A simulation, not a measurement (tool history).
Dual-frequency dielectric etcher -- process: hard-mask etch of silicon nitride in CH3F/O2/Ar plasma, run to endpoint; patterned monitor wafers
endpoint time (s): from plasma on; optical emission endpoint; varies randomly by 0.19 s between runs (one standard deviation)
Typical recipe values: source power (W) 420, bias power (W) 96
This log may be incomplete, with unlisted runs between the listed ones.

run   hour  source power (W)  bias power (W)  wafers since the last listed run  hours since the last wet clean  hours since the last source power generator calibration  hours since the last bias power generator calibration  hours since the last upper electrode change  incoming incoming film thickness, nm  endpoint time (s)
  1      0               420              96                                 0                           364.7                                                   2501.9                                                 3413.5                                       5395.1                                  51.3               61.4
  2    8.3               420              96                               110                             373                                                   2510.2                                                 3421.8                                       5403.4                                  51.8                 62
  3     15               420              96                                89                           379.7                                                   2516.9                                                 3428.5                                       5410.1                                  51.6               61.3
  4     22               420              96                                93                           386.7                                                   2523.9                                                 3435.5                                       5417.1                                  52.1                 62
  5   29.9               420              83                               105                           394.6                                                   2531.8                                                 3443.4                                         5425                                  51.8                 67
  6     41               420              83                               148                           405.7                                                   2542.9                                                 3454.5                                       5436.1                                    52               67.6
  7   53.6               420              96                               168                           418.3                                                   2555.5                                                 3467.1                                       5448.7                                  52.5               62.7
  8   68.9               420              96                               204                           433.6                                                   2570.8                                                 3482.4                                         5464                                  51.6                 61
  9   77.8               420              96                               119                           442.5                                                   2579.7                                                 3491.3                                       5472.9                                  52.2               61.7
 10   95.3               420              96                               234                             460                                                   2597.2                                                 3508.8                                       5490.4                                  52.4               62.1
     124.5  -- wet clean of the chamber
     137.8  -- upper electrode replaced
 11  138.3               420              96                                76                            13.8                                                   2640.2                                                 3551.8                                          0.5                                  51.8               64.5
 12  138.7               460             107                                 5                            14.2                                                   2640.6                                                 3552.2                                          0.9                                  51.5               58.8
 13    139               320              96                                 4                            14.5                                                   2640.9                                                 3552.5                                          1.2                                  52.1                 71
     146.9  -- source power generator calibrated
 14  147.4               500             105                                58                            22.9                                                      0.5                                                 3560.9                                          9.6                                  52.6               58.9
 15  153.5               450             117                                81                              29                                                      6.6                                                   3567                                         15.7                                  52.1               56.9
       160  -- bias power generator calibrated
 16  169.7               420              96                               163                            45.2                                                     22.8                                                    9.7                                         31.9                                  52.1               65.1
 17  177.9               460              96                               109                            53.4                                                       31                                                   17.9                                         40.1                                  51.7               62.7
 18    188               360              96                               135                            63.5                                                     41.1                                                     28                                         50.2                                  52.1               67.9
 19  198.1               420              96                               135                            73.6                                                     51.2                                                   38.1                                         60.3                                  51.8                 64
 20  212.7               470             112                               195                            88.2                                                     65.8                                                   52.7                                         74.9                                  51.4               56.2
 21    229               420              96                               217                           104.5                                                     82.1                                                     69                                         91.2                                  52.1               64.5
 22  244.9               340              85                               212                           120.4                                                       98                                                   84.9                                        107.1                                  52.6               74.7

Alternative continuations, all from the tool just after run 22; predict every row:
  A  245.3               420              96                                 5                           120.8                                                     98.4                                                   85.3                                        107.5                                  51.8                  ?
  B  245.3               420              85                                 5                           120.8                                                     98.4                                                   85.3                                        107.5                                  51.8                  ?
  C  245.3               480              73                                 5                           120.8                                                     98.4                                                   85.3                                        107.5                                  51.8                  ?
  D  245.3               350             108                                 5                           120.8                                                     98.4                                                   85.3                                        107.5                                  51.8                  ?

run  endpoint time (s)
  A                 64
  B               68.8
  C               72.2
  D               63.4
Without the tool's hidden state the same runs would have given:
run  endpoint time (s)
  A               64.5
  B               69.3
  C               72.8
  D                 64
